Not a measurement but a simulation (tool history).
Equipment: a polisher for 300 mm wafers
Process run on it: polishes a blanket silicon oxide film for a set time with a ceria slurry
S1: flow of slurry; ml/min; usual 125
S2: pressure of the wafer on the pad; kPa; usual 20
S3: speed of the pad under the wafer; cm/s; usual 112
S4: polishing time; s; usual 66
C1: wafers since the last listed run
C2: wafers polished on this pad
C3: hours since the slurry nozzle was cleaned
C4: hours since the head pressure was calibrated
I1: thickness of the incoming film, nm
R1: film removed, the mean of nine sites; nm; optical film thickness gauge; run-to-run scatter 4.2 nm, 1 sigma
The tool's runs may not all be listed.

run	hour	S1	S2	S3	S4	C1	C2	C3	C4	I1	R1
1	0	125	20	112	66	0	376	645	543.1	969.5	336.2
# hour 2.4: slurry nozzle cleaned
2	41.3	125	20	112	66	351	727	38.9	584.4	962.7	340.4
3	88.9	125	20	112	66	414	1142	86.5	632	953.3	334.4
4	152.9	125	20	112	66	557	1700	150.5	696	984.5	328.4
5	223.3	125	20	112	66	613	2314	220.9	766.4	976.2	329.6
6	284.3	125	20	112	66	531	2846	281.9	827.4	973.6	322.8
7	332	125	22.1	112	66	415	3262	329.6	875.1	962.6	354.8
# hour 341.5: head pressure recalibrated
8	361.9	125	22.1	112	66	243	3505	359.5	20.4	977.7	387.3
9	417.2	125	22.1	112	66	482	3987	414.8	75.7	982.5	401.1
# hour 444.2: worn pad replaced by a new one
10	472.8	125	20	112	66	449	249	470.4	131.3	966.2	351
11	542.5	125	20	112	66	607	856	540.1	201	969.3	353.4
12	597.4	125	20	112	66	478	1335	595	255.9	978.3	353.7
13	665.3	125	20	112	66	591	1927	662.9	323.8	986.3	346.8
# hour 731: slurry nozzle cleaned
14	853.5	125	20	112	66	1632	3559	122.5	512	950	340.1
15	907.7	125	20	112	66	472	4031	176.7	566.2	967.5	343
# hour 953.2: worn pad replaced by a new one
16	971.9	125	20	76	85	524	163	240.9	630.4	970	293.1
17	1032.4	95	20	112	87	527	690	301.4	690.9	985.2	408.3
18	1100.8	170	20	112	53	596	1287	369.8	759.3	985.1	283.8
19	1170.4	100	17.2	130	57	606	1893	439.4	828.9	965	270
20	1242.2	125	20	112	66	625	2519	511.2	900.7	961.3	322.4
21	1281.9	125	20	88	66	346	2866	550.9	940.4	971	253.4
22	1329.9	125	20	112	57	418	3284	598.9	988.4	974	272.8
23	1365.2	90	20	112	66	307	3592	634.2	1023.7	950	287.7
# hour 1408: slurry nozzle cleaned
24	1432.8	125	13.1	140	66	580	4172	24.8	1091.3	964.3	252.1
# hour 1451.9: worn pad replaced by a new one
25	1465	125	17.9	126	55	245	114	57	1123.5	956.9	255.7
26	1498.8	125	20	112	66	294	409	90.8	1157.3	972.5	297.8
# hour 1509.8: head pressure recalibrated
27	1527.3	125	24.8	140	58	231	640	119.3	17.5	970.2	505.9
28	1593.9	125	20	112	60	580	1220	185.9	84.1	984.2	334.5
29	1624	140	25.5	124	79	262	1483	216	114.2	970.7	621.3
30	1679.4	125	20	112	66	483	1966	271.4	169.6	972.1	362.4
31	1729.2	125	20	112	66	434	2400	321.2	219.4	979.3	351.4
32	1761.5	145	20	112	55	281	2682	353.5	251.7	968.6	303.8
33	1801.4	125	20	112	66	347	3030	393.4	291.6	960.4	355.5
34	1853.7	125	20	112	77	455	3485	445.7	343.9	972.6	416.6
# hour 1948.9: worn pad replaced by a new one
# hour 2037.4: slurry nozzle cleaned
35	2068.1	125	20	112	66	1825	1030	30.7	558.3	986.8	353.5
36	2118.4	140	20	100	66	438	1468	81	608.6	957.7	312.4
37	2154.6	125	14.5	112	66	315	1784	117.2	644.8	975	249.6

Run by run, hidden condition taken away, random variation retained:
Hidden conditions of the tool in this case: removal rate lost through wear of the pad, %; slurry flow missing at the pad, %; deviation of the head's pressure from its setpoint, %.
run	R1
1	353.7
2	360
3	356.2
4	353.4
5	359.2
6	356
7	395.2
8	387.5
9	401.6
10	351.9
11	355.2
12	356.5
13	351.1
14	350.6
15	356
16	307
17	431.6
18	303.6
19	292.8
20	354.9
21	281.4
22	306.5
23	326.2
24	291.1
25	298.1
26	350.6
27	498.2
28	329.6
29	612.7
30	358
31	347.8
32	301.3
33	353.4
34	415.7
35	360.5
36	320.7
37	257.6

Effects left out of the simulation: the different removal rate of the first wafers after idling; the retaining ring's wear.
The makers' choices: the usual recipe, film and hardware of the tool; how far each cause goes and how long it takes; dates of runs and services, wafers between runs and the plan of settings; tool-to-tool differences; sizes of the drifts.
